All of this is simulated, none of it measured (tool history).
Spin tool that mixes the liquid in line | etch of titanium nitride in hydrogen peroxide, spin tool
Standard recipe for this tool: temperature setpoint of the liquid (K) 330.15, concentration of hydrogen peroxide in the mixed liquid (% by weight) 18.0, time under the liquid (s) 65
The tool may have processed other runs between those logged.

run,hour,temperature setpoint of the liquid (K),concentration of hydrogen peroxide in the mixed liquid (% by weight),time under the liquid (s),"read-back film thickness of the titanium nitride reference wafer, read on the same gauge (nm)",thickness taken off the titanium nitride on a monitor wafer (Å)
1,0.0,330.15,18.0,65,100.015,54.73
2,8.3,330.15,18.0,65,100.026,53.72
# hour 14.7: gauge calibrated
3,19.5,330.15,18.0,65,100.024,53.96
4,27.1,330.15,18.0,65,99.972,53.97
5,33.8,330.15,18.0,65,100.013,53.76
6,40.5,330.15,21.0,65,100.006,55.93
# hour 44.3: heated supply line repaired
7,51.4,330.15,18.0,100,99.989,83.81
8,60.1,330.15,15.5,85,100.023,68.79
9,69.9,325.65,18.0,65,99.942,40.01
10,80.7,330.15,22.5,30,100.043,26.03
11,97.3,330.15,18.0,65,100.033,54.81
12,135.6,325.15,18.0,65,99.998,38.26
13,142.5,330.15,18.0,35,99.940,29.50
14,149.7,333.65,20.5,85,99.934,92.07
15,167.2,337.65,22.5,35,99.974,49.99

What does the tool deliver on the next run?
16,184.4,337.65,15.0,65,?,?

{"run 16": {"read-back film thickness of the titanium nitride reference wafer, read on the same gauge (nm)": 100.009, "thickness taken off the titanium nitride on a monitor wafer (Å)": 85.59}}
The same run, on a tool lacking any hidden state, would have yielded thickness taken off the titanium nitride on a monitor wafer (Å) 73.78.

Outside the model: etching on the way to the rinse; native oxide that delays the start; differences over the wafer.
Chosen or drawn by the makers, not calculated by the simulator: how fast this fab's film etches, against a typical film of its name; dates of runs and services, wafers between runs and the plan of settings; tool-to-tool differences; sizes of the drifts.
